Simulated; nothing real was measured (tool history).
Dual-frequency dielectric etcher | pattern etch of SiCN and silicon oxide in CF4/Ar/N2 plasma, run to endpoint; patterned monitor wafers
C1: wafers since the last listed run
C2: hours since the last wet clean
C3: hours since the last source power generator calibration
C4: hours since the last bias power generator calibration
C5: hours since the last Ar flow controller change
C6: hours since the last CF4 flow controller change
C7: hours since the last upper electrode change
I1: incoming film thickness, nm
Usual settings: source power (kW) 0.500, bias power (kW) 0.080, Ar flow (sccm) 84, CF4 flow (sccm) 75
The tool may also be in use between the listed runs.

Run 1, day 0.000: usual settings; C1 0; C2 102.2; C3 2314.8; C4 2968.6; C5 2950.7; C6 4026.5; C7 3493.0; I1 16.44. Result: endpoint time (s) 15.4.
Run 2, day 1.121: usual settings; C1 464; C2 129.1; C3 2341.7; C4 2995.5; C5 2977.6; C6 4053.4; C7 3519.9; I1 16.50. Result: endpoint time (s) 15.6.
Run 3, day 1.854: usual settings; C1 303; C2 146.7; C3 2359.3; C4 3013.1; C5 2995.2; C6 4071.0; C7 3537.5; I1 16.47. Result: endpoint time (s) 15.5.
Run 4, day 3.329: usual settings but Ar flow (sccm) 69; C1 611; C2 182.1; C3 2394.7; C4 3048.5; C5 3030.6; C6 4106.4; C7 3572.9; I1 16.42. Result: endpoint time (s) 15.0.
At day 3.767: CF4 flow controller replaced.
Run 5, day 4.383: usual settings but source power (kW) 0.420; C1 333; C2 207.4; C3 2420.0; C4 3073.8; C5 3055.9; C6 14.8; C7 3598.2; I1 16.11. Result: endpoint time (s) 17.6.
Run 6, day 5.688: usual settings; C1 540; C2 238.7; C3 2451.3; C4 3105.1; C5 3087.2; C6 46.1; C7 3629.5; I1 16.39. Result: endpoint time (s) 15.3.
Run 7, day 6.529: usual settings; C1 348; C2 258.9; C3 2471.5; C4 3125.3; C5 3107.4; C6 66.3; C7 3649.7; I1 16.47. Result: endpoint time (s) 15.3.
Run 8, day 7.683: usual settings but CF4 flow (sccm) 67; C1 478; C2 286.6; C3 2499.2; C4 3153.0; C5 3135.1; C6 94.0; C7 3677.4; I1 16.46. Result: endpoint time (s) 15.5.
Run 9, day 8.346: usual settings but source power (kW) 0.570, Ar flow (sccm) 72, CF4 flow (sccm) 91; C1 274; C2 302.5; C3 2515.1; C4 3168.9; C5 3151.0; C6 109.9; C7 3693.3; I1 16.41. Result: endpoint time (s) 13.0.
Run 10, day 9.738: usual settings but source power (kW) 0.590, bias power (kW) 0.090; C1 576; C2 335.9; C3 2548.5; C4 3202.3; C5 3184.4; C6 143.3; C7 3726.7; I1 16.45. Result: endpoint time (s) 12.5.
At day 10.942: bias power generator calibrated.
Run 11, day 11.042: usual settings; C1 471; C2 367.2; C3 2579.8; C4 2.4; C5 3215.7; C6 174.6; C7 3758.0; I1 16.53. Result: endpoint time (s) 15.2.
Run 12, day 12.217: usual settings but source power (kW) 0.540, bias power (kW) 0.090, Ar flow (sccm) 66, CF4 flow (sccm) 58; C1 486; C2 395.4; C3 2608.0; C4 30.6; C5 3243.9; C6 202.8; C7 3786.2; I1 16.55. Result: endpoint time (s) 13.4.
At day 13.304: Ar flow controller replaced.
Run 13, day 13.325: usual settings but bias power (kW) 0.085, Ar flow (sccm) 100, CF4 flow (sccm) 83; C1 355; C2 422.0; C3 2634.6; C4 57.2; C5 0.5; C6 229.4; C7 3812.8; I1 16.30. Result: endpoint time (s) 14.8.
Run 14, day 14.233: usual settings but source power (kW) 0.380; C1 376; C2 443.8; C3 2656.4; C4 79.0; C5 22.3; C6 251.2; C7 3834.6; I1 16.33. Result: endpoint time (s) 19.1.
Run 15, day 14.938: usual settings but CF4 flow (sccm) 70; C1 291; C2 460.7; C3 2673.3; C4 95.9; C5 39.2; C6 268.1; C7 3851.5; I1 16.52. Result: endpoint time (s) 15.4.

Run 16 comes next. What will it give?
At day 15.142: source power generator calibrated.
Run 16, day 16.067: usual settings; C1 398; C2 487.8; C3 22.2; C4 123.0; C5 66.3; C6 295.2; C7 3878.6; I1 16.50. Result: endpoint time (s) ?.

{"run 16": {"endpoint time (s)": 15.2}}
Without the tool's hidden state the same run would have given endpoint time (s) 15.7.

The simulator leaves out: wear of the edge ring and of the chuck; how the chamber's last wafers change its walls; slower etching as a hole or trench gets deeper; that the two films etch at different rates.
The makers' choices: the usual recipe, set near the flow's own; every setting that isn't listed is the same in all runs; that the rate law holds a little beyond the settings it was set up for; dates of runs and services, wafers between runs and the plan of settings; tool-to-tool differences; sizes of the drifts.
